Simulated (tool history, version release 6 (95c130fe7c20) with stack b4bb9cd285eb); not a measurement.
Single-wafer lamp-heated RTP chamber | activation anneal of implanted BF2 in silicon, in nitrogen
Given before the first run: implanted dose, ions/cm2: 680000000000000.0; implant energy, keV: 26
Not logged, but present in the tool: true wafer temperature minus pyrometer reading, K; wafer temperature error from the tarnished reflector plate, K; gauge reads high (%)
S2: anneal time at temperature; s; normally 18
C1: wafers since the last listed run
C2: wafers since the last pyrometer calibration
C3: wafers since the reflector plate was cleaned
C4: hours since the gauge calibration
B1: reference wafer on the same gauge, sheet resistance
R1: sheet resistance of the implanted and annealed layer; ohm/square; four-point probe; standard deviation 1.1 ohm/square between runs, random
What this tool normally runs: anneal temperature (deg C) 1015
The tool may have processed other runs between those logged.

run 1 hour=0.0 | anneal_temperature_(deg_C)=1015 S2=18 | C1=0 C2=1226 C3=7228 C4=1658.7 | B1=268.99 | R1=219.89
run 2 hour=24.4 | anneal_temperature_(deg_C)=1015 S2=18 | C1=333 C2=1559 C3=7561 C4=1683.1 | B1=269.03 | R1=219.32
run 3 hour=95.6 | anneal_temperature_(deg_C)=991 S2=12 | C1=971 C2=2531 C3=8533 C4=1754.3 | B1=269.04 | R1=237.68
run 4 hour=151.3 | anneal_temperature_(deg_C)=991 S2=12 | C1=760 C2=3291 C3=9293 C4=1810.0 | B1=268.88 | R1=236.48
run 5 hour=185.7 | anneal_temperature_(deg_C)=1015 S2=18 | C1=469 C2=3761 C3=9763 C4=1844.4 | B1=269.04 | R1=221.17
-- hour=225.4 reflector plate cleaned
run 6 hour=238.2 | anneal_temperature_(deg_C)=1015 S2=18 | C1=607 C2=4368 C3=174 C4=1896.9 | B1=268.26 | R1=220.53
run 7 hour=276.4 | anneal_temperature_(deg_C)=1015 S2=18 | C1=521 C2=4890 C3=695 C4=1935.1 | B1=269.32 | R1=217.01
run 8 hour=300.9 | anneal_temperature_(deg_C)=1023 S2=18 | C1=334 C2=5224 C3=1030 C4=1959.6 | B1=269.06 | R1=216.30
run 9 hour=365.4 | anneal_temperature_(deg_C)=1023 S2=18 | C1=880 C2=6105 C3=1910 C4=2024.1 | B1=268.91 | R1=215.72
-- hour=413.0 pyrometer window cleaned and pyrometer calibrated, repeated, since the last time left the tool worse
run 10 hour=420.4 | anneal_temperature_(deg_C)=995 S2=12 | C1=641 C2=100 C3=2552 C4=2079.1 | B1=268.88 | R1=242.90
run 11 hour=463.2 | anneal_temperature_(deg_C)=1031 S2=18 | C1=584 C2=685 C3=3136 C4=2121.9 | B1=268.99 | R1=217.35
run 12 hour=523.0 | anneal_temperature_(deg_C)=1031 S2=18 | C1=816 C2=1501 C3=3952 C4=2181.7 | B1=268.75 | R1=216.73
run 13 hour=705.3 | anneal_temperature_(deg_C)=1031 S2=18 | C1=2488 C2=3990 C3=6441 C4=2364.0 | B1=269.23 | R1=216.54
run 14 hour=766.6 | anneal_temperature_(deg_C)=1006 S2=12 | C1=836 C2=4826 C3=7278 C4=2425.3 | B1=268.75 | R1=232.15
run 15 hour=815.8 | anneal_temperature_(deg_C)=991 S2=11 | C1=671 C2=5498 C3=7950 C4=2474.5 | B1=269.19 | R1=244.19
-- hour=859.7 pyrometer window cleaned and pyrometer calibrated
run 16 hour=880.8 | anneal_temperature_(deg_C)=1007 S2=18 | C1=778 C2=288 C3=8728 C4=2539.5 | B1=269.36 | R1=230.69
-- hour=941.5 reflector plate cleaned
run 17 hour=945.8 | anneal_temperature_(deg_C)=1015 S2=18 | C1=778 C2=1066 C3=58 C4=2604.5 | B1=268.94 | R1=224.67
run 18 hour=979.4 | anneal_temperature_(deg_C)=1003 S2=25 | C1=458 C2=1524 C3=516 C4=2638.1 | B1=268.89 | R1=226.91
run 19 hour=1132.4 | anneal_temperature_(deg_C)=1026 S2=23 | C1=2088 C2=3613 C3=2605 C4=2791.1 | B1=268.98 | R1=216.11
run 20 hour=1191.1 | anneal_temperature_(deg_C)=1030 S2=27 | C1=801 C2=4414 C3=3406 C4=2849.8 | B1=269.19 | R1=212.74
run 21 hour=1223.6 | anneal_temperature_(deg_C)=987 S2=7 | C1=443 C2=4858 C3=3850 C4=2882.3 | B1=268.95 | R1=252.52
-- hour=1267.3 gauge calibrated
run 22 hour=1281.9 | anneal_temperature_(deg_C)=1029 S2=27 | C1=795 C2=5654 C3=4646 C4=14.6 | B1=269.24 | R1=212.74
-- hour=1291.6 pyrometer window cleaned and pyrometer calibrated
run 23 hour=1319.0 | anneal_temperature_(deg_C)=1015 S2=18 | C1=397 C2=373 C3=5043 C4=51.7 | B1=268.66 | R1=226.57
run 24 hour=1351.2 | anneal_temperature_(deg_C)=991 S2=13 | C1=439 C2=813 C3=5483 C4=83.9 | B1=269.42 | R1=242.89
run 25 hour=1387.6 | anneal_temperature_(deg_C)=1039 S2=13 | C1=496 C2=1310 C3=5980 C4=120.3 | B1=269.27 | R1=218.58
run 26 hour=1419.3 | anneal_temperature_(deg_C)=1024 S2=28 | C1=432 C2=1743 C3=6412 C4=152.0 | B1=268.52 | R1=215.60
run 27 hour=1482.0 | anneal_temperature_(deg_C)=991 S2=25 | C1=855 C2=2598 C3=7268 C4=214.7 | B1=268.81 | R1=234.30
run 28 hour=1551.2 | anneal_temperature_(deg_C)=1036 S2=21 | C1=944 C2=3543 C3=8213 C4=283.9 | B1=268.99 | R1=213.12
run 29 hour=1614.6 | anneal_temperature_(deg_C)=1032 S2=28 | C1=865 C2=4409 C3=9079 C4=347.3 | B1=269.19 | R1=213.99
run 30 hour=1642.7 | anneal_temperature_(deg_C)=1038 S2=11 | C1=383 C2=4792 C3=9462 C4=375.4 | B1=268.88 | R1=220.03
run 31 hour=1679.6 | anneal_temperature_(deg_C)=1015 S2=18 | C1=503 C2=5296 C3=9966 C4=412.3 | B1=269.48 | R1=224.04
run 32 hour=1751.8 | anneal_temperature_(deg_C)=1034 S2=21 | C1=985 C2=6282 C3=10952 C4=484.5 | B1=269.56 | R1=214.83
run 33 hour=1779.6 | anneal_temperature_(deg_C)=1042 S2=22 | C1=379 C2=6661 C3=11331 C4=512.3 | B1=268.71 | R1=211.17
-- hour=1810.9 reflector plate cleaned
-- hour=1814.0 pyrometer window cleaned and pyrometer calibrated
run 34 hour=1819.5 | anneal_temperature_(deg_C)=1015 S2=18 | C1=392 C2=74 C3=74 C4=552.2 | B1=268.92 | R1=223.45
run 35 hour=1885.4 | anneal_temperature_(deg_C)=999 S2=21 | C1=899 C2=974 C3=974 C4=618.1 | B1=268.78 | R1=233.65
run 36 hour=1914.1 | anneal_temperature_(deg_C)=989 S2=26 | C1=391 C2=1365 C3=1365 C4=646.8 | B1=268.84 | R1=235.59

Below are 4 alternative next runs, each starting from the tool's condition after run 36. Predict each:
run A hour=1914.5 | anneal_temperature_(deg_C)=1015 S2=18 | C1=5 C2=1371 C3=1371 C4=647.2 | B1=? | R1=?
run B hour=1914.5 | anneal_temperature_(deg_C)=1025 S2=12 | C1=5 C2=1371 C3=1371 C4=647.2 | B1=? | R1=?
run C hour=1914.5 | anneal_temperature_(deg_C)=995 S2=22 | C1=5 C2=1371 C3=1371 C4=647.2 | B1=? | R1=?
run D hour=1914.5 | anneal_temperature_(deg_C)=1039 S2=24 | C1=5 C2=1371 C3=1371 C4=647.2 | B1=? | R1=?

run=A B1=269.63 R1=224.65
run=B B1=269.63 R1=224.31
run=C B1=269.63 R1=234.40
run=D B1=269.63 R1=212.49
Take away the tool's hidden state, keep each run's random variation, and the runs would have read:
run=A R1=225.36
run=B R1=224.93
run=C R1=235.43
run=D R1=212.91
